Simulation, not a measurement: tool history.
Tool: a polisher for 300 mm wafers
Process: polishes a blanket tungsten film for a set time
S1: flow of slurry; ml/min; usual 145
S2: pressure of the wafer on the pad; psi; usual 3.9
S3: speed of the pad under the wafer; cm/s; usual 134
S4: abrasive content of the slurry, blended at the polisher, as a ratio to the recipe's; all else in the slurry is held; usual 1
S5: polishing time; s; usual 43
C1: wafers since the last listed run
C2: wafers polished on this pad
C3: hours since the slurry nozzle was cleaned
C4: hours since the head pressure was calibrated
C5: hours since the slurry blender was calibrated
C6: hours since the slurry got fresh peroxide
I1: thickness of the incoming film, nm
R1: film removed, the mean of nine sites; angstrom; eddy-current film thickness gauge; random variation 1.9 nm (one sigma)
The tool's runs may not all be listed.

Run 1, hour 0: usual settings but S5 36 s; C1 0; C2 957; C3 143.2; C4 1036.7; C5 194.7; C6 33.5; I1 800.3. Result: R1 2329 angstrom.
At hour 11.7: worn pad replaced by a new one.
Run 2, hour 27.6: usual settings but S4 1.25; C1 328; C2 221; C3 170.8; C4 1064.3; C5 222.3; C6 61.1; I1 808.3. Result: R1 3094 angstrom.
Run 3, hour 44.7: usual settings but S2 3.5 psi; C1 238; C2 460; C3 187.9; C4 1081.4; C5 239.4; C6 78.2; I1 794.4. Result: R1 2589 angstrom.
At hour 70.7: slurry tank refilled with fresh slurry and peroxide.
Run 4, hour 78.7: usual settings but S2 3.5 psi; C1 459; C2 919; C3 221.9; C4 1115.4; C5 273.4; C6 8; I1 789.8. Result: R1 2533 angstrom.
At hour 101.8: worn pad replaced by a new one.
Run 5, hour 102.3: usual settings; C1 273; C2 6; C3 245.5; C4 1139; C5 297; C6 31.6; I1 786.2. Result: R1 2914 angstrom.
Run 6, hour 167.1: usual settings; C1 902; C2 909; C3 310.3; C4 1203.8; C5 361.8; C6 96.4; I1 800.4. Result: R1 2804 angstrom.
At hour 174.5: slurry tank refilled with fresh slurry and peroxide.
At hour 193.3: worn pad replaced by a new one.
Run 7, hour 196.7: usual settings but S5 52 s; C1 342; C2 46; C3 339.9; C4 1233.4; C5 391.4; C6 22.2; I1 785.5. Result: R1 3525 angstrom.
Run 8, hour 214.7: usual settings but S5 52 s; C1 250; C2 297; C3 357.9; C4 1251.4; C5 409.4; C6 40.2; I1 802.7. Result: R1 3537 angstrom.
At hour 224.3: slurry nozzle cleaned.
Run 9, hour 241.2: usual settings but S1 120 ml/min, S5 32 s; C1 355; C2 652; C3 16.9; C4 1277.9; C5 435.9; C6 66.7; I1 792.8. Result: R1 2033 angstrom.
At hour 248.4: slurry blender recalibrated.
Run 10, hour 254: usual settings but S1 120 ml/min, S5 32 s; C1 150; C2 803; C3 29.7; C4 1290.7; C5 5.6; C6 79.5; I1 794.2. Result: R1 2035 angstrom.
At hour 271.5: worn pad replaced by a new one.
At hour 272.2: slurry tank refilled with fresh slurry and peroxide.
Run 11, hour 272.7: usual settings but S4 1.25; C1 195; C2 7; C3 48.4; C4 1309.4; C5 24.3; C6 0.5; I1 804.3. Result: R1 3088 angstrom.
Run 12, hour 285.4: usual settings but S1 125 ml/min, S2 3.5 psi, S3 106 cm/s, S5 32 s; C1 176; C2 184; C3 61.1; C4 1322.1; C5 37; C6 13.2; I1 788.1. Result: R1 1486 angstrom.
Run 13, hour 304.4: usual settings but S2 3.5 psi; C1 264; C2 449; C3 80.1; C4 1341.1; C5 56; C6 32.2; I1 805.6. Result: R1 2564 angstrom.
At hour 316.9: head pressure recalibrated.
Run 14, hour 324.3: usual settings but S2 2.7 psi, S3 106 cm/s, S4 0.8, S5 47 s; C1 249; C2 698; C3 100; C4 7.4; C5 75.9; C6 52.1; I1 799.2. Result: R1 1588 angstrom.
Run 15, hour 340.3: usual settings but S1 185 ml/min, S2 5.1 psi, S3 174 cm/s; C1 222; C2 921; C3 116; C4 23.4; C5 91.9; C6 68.1; I1 800.4. Result: R1 4957 angstrom.
At hour 365.2: worn pad replaced by a new one.
Run 16, hour 368.7: usual settings but S2 4.4 psi, S3 160 cm/s, S4 1.1, S5 57 s; C1 339; C2 49; C3 144.4; C4 51.8; C5 120.3; C6 96.5; I1 806.6. Result: R1 5377 angstrom.
At hour 370.2: slurry tank refilled with fresh slurry and peroxide.
Run 17, hour 385.8: usual settings but S2 3.2 psi, S5 31 s; C1 224; C2 273; C3 161.5; C4 68.9; C5 137.4; C6 15.6; I1 797.5. Result: R1 1729 angstrom.

The next listed run, before its measurement:
Run 18, hour 407: usual settings but S2 3.3 psi, S3 172 cm/s; C1 295; C2 568; C3 182.7; C4 90.1; C5 158.6; C6 36.8; I1 805.2. Result: R1 ?.

R1: 3109 angstrom
Without the tool's hidden state the same run would have given R1 3159 angstrom.
